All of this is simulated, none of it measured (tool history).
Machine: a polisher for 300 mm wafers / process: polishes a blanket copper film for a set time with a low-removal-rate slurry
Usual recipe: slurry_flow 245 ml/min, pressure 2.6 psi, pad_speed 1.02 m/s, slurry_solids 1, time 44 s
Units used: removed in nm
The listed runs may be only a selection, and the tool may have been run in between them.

run,day,slurry_flow,pressure,pad_speed,slurry_solids,time,wafers since the last listed run,wafers polished on this pad,hours since the slurry nozzle was cleaned,hours since the head pressure was calibrated,hours since the slurry blender was calibrated,"incoming thickness of the incoming film, nm",removed
1,0,245,2.6,1.02,1,44,0,2206,621.4,1059,19,1183.9,127.4
# day 0.283: slurry nozzle cleaned
2,2.883,245,2.6,1.02,1,44,1262,3468,62.4,1128.2,88.2,1186.7,125.4
# day 4.204: worn pad replaced by a new one
3,6.096,245,2.6,1.02,1,44,1352,839,139.5,1205.3,165.3,1191.1,131.7
4,9.288,190,2.6,1.02,1,44,1417,2257,216.1,1281.9,241.9,1208.3,122.7
# day 10.042: slurry blender recalibrated
5,11.471,190,2.6,1.02,1,44,932,3189,268.5,1334.3,34.3,1180.5,119.7
6,14.567,190,2.6,1.02,1,44,1374,4564,342.8,1408.6,108.6,1193.6,122
# day 15.5: worn pad replaced by a new one
7,16.975,245,2.6,1.2,1,44,995,654,400.6,1466.4,166.4,1174.8,141.3
# day 17.979: head pressure recalibrated
# day 18.708: slurry blender recalibrated
8,19.242,245,2.6,1.2,1,44,932,1586,455,30.3,12.8,1214.9,142
9,21.192,245,2.9,1.02,1,44,866,2453,501.8,77.1,59.6,1197.9,136
10,23.908,245,2.4,0.76,0.75,44,1206,3659,567,142.3,124.8,1214,95.2
# day 25.125: worn pad replaced by a new one
# day 26.712: slurry nozzle cleaned
11,28.079,245,2.6,1.02,1,44,1759,1294,32.8,242.4,224.9,1175.6,130.3
# day 28.929: slurry blender recalibrated
12,29.612,245,2.6,1.02,1,44,643,1938,69.6,279.2,16.4,1207.4,128.7
13,33.625,245,3.1,1.26,1,44,1782,3720,165.9,375.5,112.7,1214.5,162
# day 34.25: worn pad replaced by a new one, of another model than before
14,37.138,245,3.3,1.02,1,44,1485,1281,250.2,459.8,197,1201,144.2
# day 39.2: slurry blender recalibrated
15,40.696,245,2.9,1.02,1,44,1543,2825,335.6,545.2,35.9,1186.1,133.8
# day 44.558: worn pad replaced by a new one
16,44.579,245,3.1,1.34,1.3,44,1650,8,428.8,638.4,129.1,1198.4,171.2
17,48.338,245,2.2,1.02,1,44,1669,1677,519,728.6,219.3,1191,116.9
# day 49.429: slurry blender recalibrated
18,49.9,245,1.7,1.02,1.15,44,656,2334,556.5,766.1,11.3,1199.1,110.6

Alternative continuations, all from the tool just after run 18; predict every row:
A,49.917,245,2.6,1.02,0.85,44,7,2342,556.9,766.5,11.7,1220.3,?
B,49.917,245,2.6,0.68,1,44,7,2342,556.9,766.5,11.7,1220.3,?
C,49.917,315,3.5,1.02,1,44,7,2342,556.9,766.5,11.7,1220.3,?
D,49.917,245,2.2,1.36,0.7,51,7,2342,556.9,766.5,11.7,1220.3,?

run,removed
A,122.3
B,106.4
C,150.4
D,146.5
Take away the tool's hidden state, keep each run's random variation, and the runs would have read:
run,removed
A,125.5
B,109.2
C,154.3
D,150.3
